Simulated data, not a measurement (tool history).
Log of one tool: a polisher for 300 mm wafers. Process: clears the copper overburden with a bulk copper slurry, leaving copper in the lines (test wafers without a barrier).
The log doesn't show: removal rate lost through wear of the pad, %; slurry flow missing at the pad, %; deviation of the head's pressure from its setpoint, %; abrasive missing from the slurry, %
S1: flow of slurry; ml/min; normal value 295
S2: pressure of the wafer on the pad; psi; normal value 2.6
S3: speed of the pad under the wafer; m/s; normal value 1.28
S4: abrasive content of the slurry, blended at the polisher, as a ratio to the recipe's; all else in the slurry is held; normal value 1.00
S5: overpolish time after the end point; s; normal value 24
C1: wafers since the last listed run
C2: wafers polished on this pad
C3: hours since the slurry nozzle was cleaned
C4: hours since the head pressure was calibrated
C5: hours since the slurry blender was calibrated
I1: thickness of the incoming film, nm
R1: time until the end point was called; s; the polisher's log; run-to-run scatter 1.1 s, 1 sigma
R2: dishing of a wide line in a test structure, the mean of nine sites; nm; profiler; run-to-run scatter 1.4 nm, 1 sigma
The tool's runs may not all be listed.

| run | hour | S1 | S2 | S3 | S4 | S5 | C1 | C2 | C3 | C4 | C5 | I1 | R1 | R2 |
|---|---|---|---|---|---|---|---|---|---|---|---|---|---|---|
| 1 | 0.0 | 295 | 2.6 | 1.28 | 1.00 | 24 | 0 | 250 | 173.9 | 600.9 | 51.1 | 757.7 | 71.9 | 87.1 |
| 2 | 10.9 | 295 | 2.6 | 1.28 | 1.00 | 24 | 54 | 305 | 184.8 | 611.8 | 62.0 | 749.7 | 70.7 | 85.8 |
| 3 | 28.2 | 295 | 2.6 | 1.28 | 1.00 | 24 | 86 | 391 | 202.1 | 629.1 | 79.3 | 758.2 | 69.3 | 86.6 |
| 4 | 36.9 | 240 | 2.6 | 1.28 | 1.00 | 24 | 43 | 434 | 210.8 | 637.8 | 88.0 | 768.0 | 73.4 | 84.0 |
| 5 | 47.9 | 240 | 2.6 | 1.28 | 1.00 | 24 | 54 | 489 | 221.8 | 648.8 | 99.0 | 763.1 | 74.0 | 84.9 |
| 6 | 54.3 | 295 | 2.6 | 1.38 | 1.00 | 24 | 31 | 520 | 228.2 | 655.2 | 105.4 | 756.8 | 68.2 | 86.3 |
| 7 | 65.4 | 295 | 2.6 | 1.38 | 1.00 | 24 | 55 | 576 | 239.3 | 666.3 | 116.5 | 759.2 | 68.5 | 87.4 |
|  | 78.5 | worn pad replaced by a new one |
| 8 | 79.0 | 295 | 2.6 | 1.28 | 1.00 | 24 | 47 | 2 | 252.9 | 679.9 | 130.1 | 766.9 | 71.2 | 87.5 |
| 9 | 82.9 | 295 | 2.6 | 1.28 | 1.00 | 24 | 19 | 21 | 256.8 | 683.8 | 134.0 | 768.4 | 71.7 | 87.3 |
|  | 88.8 | head pressure recalibrated |
| 10 | 96.8 | 295 | 2.6 | 1.28 | 1.00 | 24 | 59 | 80 | 270.7 | 8.0 | 147.9 | 752.0 | 69.8 | 88.5 |
| 11 | 102.9 | 295 | 2.6 | 1.28 | 1.00 | 24 | 30 | 111 | 276.8 | 14.1 | 154.0 | 749.8 | 70.0 | 87.6 |
|  | 110.0 | slurry blender recalibrated |
| 12 | 113.3 | 345 | 1.7 | 1.60 | 1.00 | 24 | 41 | 152 | 287.2 | 24.5 | 3.3 | 754.7 | 90.3 | 68.9 |
| 13 | 131.1 | 350 | 2.6 | 1.58 | 1.00 | 24 | 88 | 241 | 305.0 | 42.3 | 21.1 | 769.3 | 62.0 | 92.0 |
| 14 | 146.3 | 295 | 2.6 | 1.28 | 0.90 | 16 | 75 | 317 | 320.2 | 57.5 | 36.3 | 755.5 | 71.3 | 71.9 |
| 15 | 163.6 | 295 | 2.6 | 1.28 | 1.00 | 24 | 86 | 403 | 337.5 | 74.8 | 53.6 | 767.1 | 74.0 | 86.3 |
| 16 | 175.8 | 295 | 2.6 | 1.28 | 1.00 | 24 | 60 | 463 | 349.7 | 87.0 | 65.8 | 751.7 | 70.0 | 84.6 |
| 17 | 186.6 | 360 | 2.6 | 1.28 | 1.00 | 24 | 53 | 517 | 360.5 | 97.8 | 76.6 | 773.1 | 70.5 | 87.7 |
|  | 198.5 | slurry nozzle cleaned |
| 18 | 201.1 | 335 | 2.1 | 1.04 | 1.10 | 24 | 67 | 584 | 2.6 | 112.3 | 91.1 | 762.7 | 95.8 | 74.2 |
| 19 | 208.7 | 295 | 2.6 | 1.28 | 1.00 | 24 | 37 | 622 | 10.2 | 119.9 | 98.7 | 772.1 | 72.1 | 84.8 |
|  | 214.3 | worn pad replaced by a new one |
| 20 | 225.8 | 230 | 2.6 | 1.40 | 1.00 | 34 | 65 | 57 | 27.3 | 137.0 | 115.8 | 768.8 | 69.4 | 97.5 |
| 21 | 242.7 | 385 | 2.6 | 1.10 | 0.80 | 24 | 84 | 141 | 44.2 | 153.9 | 132.7 | 764.1 | 80.2 | 79.9 |
| 22 | 258.6 | 295 | 2.6 | 1.08 | 1.00 | 24 | 79 | 220 | 60.1 | 169.8 | 148.6 | 772.5 | 78.8 | 81.2 |
| 23 | 267.4 | 295 | 2.6 | 1.28 | 1.15 | 14 | 43 | 264 | 68.9 | 178.6 | 157.4 | 765.5 | 70.2 | 67.7 |
| 24 | 278.7 | 295 | 2.6 | 1.28 | 1.00 | 15 | 56 | 320 | 80.2 | 189.9 | 168.7 | 763.4 | 72.1 | 71.8 |
|  | 289.7 | slurry blender recalibrated |
| 25 | 290.8 | 250 | 2.6 | 1.28 | 1.00 | 24 | 50 | 370 | 92.3 | 202.0 | 1.1 | 761.9 | 73.6 | 86.7 |
| 26 | 308.8 | 295 | 1.8 | 1.64 | 0.75 | 24 | 89 | 459 | 110.3 | 220.0 | 19.1 | 772.6 | 95.9 | 72.4 |
| 27 | 319.1 | 380 | 1.8 | 1.72 | 1.00 | 12 | 51 | 511 | 120.6 | 230.3 | 29.4 | 764.8 | 83.4 | 53.6 |
|  | 341.6 | worn pad replaced by a new one |
| 28 | 372.6 | 295 | 2.6 | 1.54 | 1.10 | 24 | 246 | 154 | 174.1 | 283.8 | 82.9 | 759.2 | 61.0 | 88.4 |
| 29 | 390.4 | 295 | 2.6 | 1.10 | 1.00 | 24 | 88 | 242 | 191.9 | 301.6 | 100.7 | 758.8 | 77.8 | 83.8 |
| 30 | 406.4 | 295 | 2.6 | 1.14 | 0.75 | 24 | 79 | 322 | 207.9 | 317.6 | 116.7 | 763.4 | 82.9 | 80.1 |

Hidden state, per run?
removal rate lost through wear of the pad, %: 0 at every run
slurry flow missing at the pad, %: 0 at every run
deviation of the head's pressure from its setpoint, %: 0 at every run
abrasive missing from the slurry, %: 0 at every run

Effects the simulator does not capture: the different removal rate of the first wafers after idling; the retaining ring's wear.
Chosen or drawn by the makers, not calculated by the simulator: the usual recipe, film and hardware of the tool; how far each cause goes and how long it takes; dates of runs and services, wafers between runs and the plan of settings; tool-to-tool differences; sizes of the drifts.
